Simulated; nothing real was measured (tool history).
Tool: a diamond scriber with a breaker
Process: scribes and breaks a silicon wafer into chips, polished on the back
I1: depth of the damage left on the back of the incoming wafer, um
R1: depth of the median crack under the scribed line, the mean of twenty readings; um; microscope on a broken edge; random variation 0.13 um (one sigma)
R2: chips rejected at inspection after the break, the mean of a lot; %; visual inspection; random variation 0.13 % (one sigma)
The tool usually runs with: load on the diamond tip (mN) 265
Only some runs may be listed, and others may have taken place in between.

Run 1, hour 0.0: usual settings but load on the diamond tip (mN) 328; I1 0.04. Result: R1 13.83 um, R2 2.95 %.
Run 2, hour 29.6: usual settings but load on the diamond tip (mN) 328; I1 0.01. Result: R1 13.65 um, R2 2.95 %.
Run 3, hour 51.7: usual settings; I1 0.04. Result: R1 11.49 um, R2 2.17 %.
Run 4, hour 81.0: usual settings; I1 0.04. Result: R1 11.50 um, R2 2.10 %.
Run 5, hour 134.7: usual settings; I1 0.03. Result: R1 11.68 um, R2 1.95 %.
Run 6, hour 155.9: usual settings but load on the diamond tip (mN) 302; I1 0.02. Result: R1 13.04 um, R2 1.85 %.
Run 7, hour 173.3: usual settings but load on the diamond tip (mN) 302; I1 0.01. Result: R1 12.78 um, R2 1.51 %.
Run 8, hour 203.6: usual settings but load on the diamond tip (mN) 237; I1 0.02. Result: R1 10.61 um, R2 3.90 %.
Run 9, hour 220.8: usual settings but load on the diamond tip (mN) 237; I1 0.05. Result: R1 10.51 um, R2 3.32 %.
Run 10, hour 254.0: usual settings but load on the diamond tip (mN) 237; I1 0.05. Result: R1 10.36 um, R2 4.36 %.
Run 11, hour 270.9: usual settings but load on the diamond tip (mN) 286; I1 0.03. Result: R1 12.45 um, R2 1.69 %.
Run 12, hour 306.4: usual settings but load on the diamond tip (mN) 286; I1 0.02. Result: R1 12.53 um, R2 1.57 %.
Run 13, hour 338.6: usual settings but load on the diamond tip (mN) 286; I1 0.03. Result: R1 12.42 um, R2 1.62 %.
Run 14, hour 374.5: usual settings but load on the diamond tip (mN) 304; I1 0.03. Result: R1 12.82 um, R2 1.81 %.
Run 15, hour 391.0: usual settings but load on the diamond tip (mN) 304; I1 0.01. Result: R1 12.74 um, R2 1.68 %.
Run 16, hour 494.8: usual settings but load on the diamond tip (mN) 304; I1 0.03. Result: R1 12.76 um, R2 2.03 %.
Run 17, hour 526.4: usual settings; I1 0.04. Result: R1 11.42 um, R2 1.83 %.
Run 18, hour 540.2: usual settings; I1 0.03. Result: R1 11.59 um, R2 2.11 %.
Run 19, hour 576.1: usual settings; I1 0.02. Result: R1 11.46 um, R2 1.91 %.
Run 20, hour 603.0: usual settings but load on the diamond tip (mN) 315; I1 0.04. Result: R1 13.33 um, R2 2.19 %.
At hour 610.4: diamond tip replaced by a new one.
Run 21, hour 615.2: usual settings; I1 0.05. Result: R1 11.73 um, R2 2.03 %.
Run 22, hour 632.5: usual settings; I1 0.03. Result: R1 11.44 um, R2 2.08 %.
Run 23, hour 656.6: usual settings but load on the diamond tip (mN) 319; I1 0.03. Result: R1 13.40 um, R2 2.35 %.
Run 24, hour 673.7: usual settings but load on the diamond tip (mN) 243; I1 0.01. Result: R1 10.49 um, R2 3.01 %.
Run 25, hour 693.7: usual settings; I1 0.02. Result: R1 11.30 um, R2 1.98 %.
Run 26, hour 784.5: usual settings but load on the diamond tip (mN) 189; I1 0.02. Result: R1 8.58 um, R2 13.56 %.
Run 27, hour 803.9: usual settings but load on the diamond tip (mN) 336; I1 0.02. Result: R1 13.74 um, R2 2.94 %.
At hour 810.6: load on the tip recalibrated.
Run 28, hour 827.3: usual settings but load on the diamond tip (mN) 327; I1 0.03. Result: R1 14.72 um, R2 4.24 %.
Run 29, hour 843.7: usual settings but load on the diamond tip (mN) 293; I1 0.03. Result: R1 13.18 um, R2 1.97 %.
Run 30, hour 876.6: usual settings but load on the diamond tip (mN) 188; I1 0.03. Result: R1 9.06 um, R2 9.86 %.
Run 31, hour 891.2: usual settings but load on the diamond tip (mN) 328; I1 0.04. Result: R1 14.16 um, R2 4.05 %.
Run 32, hour 925.3: usual settings but load on the diamond tip (mN) 244; I1 0.02. Result: R1 11.37 um, R2 1.90 %.
Run 33, hour 942.8: usual settings but load on the diamond tip (mN) 231; I1 0.05. Result: R1 10.80 um, R2 2.77 %.
Run 34, hour 974.7: usual settings but load on the diamond tip (mN) 305; I1 0.02. Result: R1 13.57 um, R2 2.75 %.
Run 35, hour 996.7: usual settings but load on the diamond tip (mN) 345; I1 0.03. Result: R1 14.77 um, R2 4.99 %.
Run 36, hour 1009.7: usual settings; I1 0.05. Result: R1 11.97 um, R2 1.50 %.
Run 37, hour 1024.3: usual settings; I1 0.02. Result: R1 12.17 um, R2 1.61 %.
Run 38, hour 1046.1: usual settings but load on the diamond tip (mN) 302; I1 0.03. Result: R1 13.36 um, R2 2.30 %.
Run 39, hour 1077.5: usual settings but load on the diamond tip (mN) 313; I1 0.02. Result: R1 13.81 um, R2 3.02 %.
Run 40, hour 1096.2: usual settings but load on the diamond tip (mN) 236; I1 0.01. Result: R1 10.88 um, R2 2.65 %.
Run 41, hour 1117.8: usual settings but load on the diamond tip (mN) 233; I1 0.02. Result: R1 10.69 um, R2 2.59 %.

5 options for the next run, each taken on its own from the tool as it stands now. Forecast them:
Run A, hour 1118.4: usual settings; I1 0.04. Result: R1 ?, R2 ?.
Run B, hour 1118.4: usual settings but load on the diamond tip (mN) 208; I1 0.04. Result: R1 ?, R2 ?.
Run C, hour 1118.4: usual settings but load on the diamond tip (mN) 314; I1 0.04. Result: R1 ?, R2 ?.
Run D, hour 1118.4: usual settings but load on the diamond tip (mN) 291; I1 0.04. Result: R1 ?, R2 ?.
Run E, hour 1118.4: usual settings but load on the diamond tip (mN) 318; I1 0.04. Result: R1 ?, R2 ?.

run     R1    R2
  A  12.07  1.67
  B   9.85  6.04
  C  13.83  2.67
  D  13.02  1.83
  E  13.97  2.87
Had the tool no hidden state, the same runs would have come out as:
run     R1    R2
  A  12.38  1.61
  B  10.10  5.14
  C  14.19  3.20
  D  13.35  2.11
  E  14.33  3.44
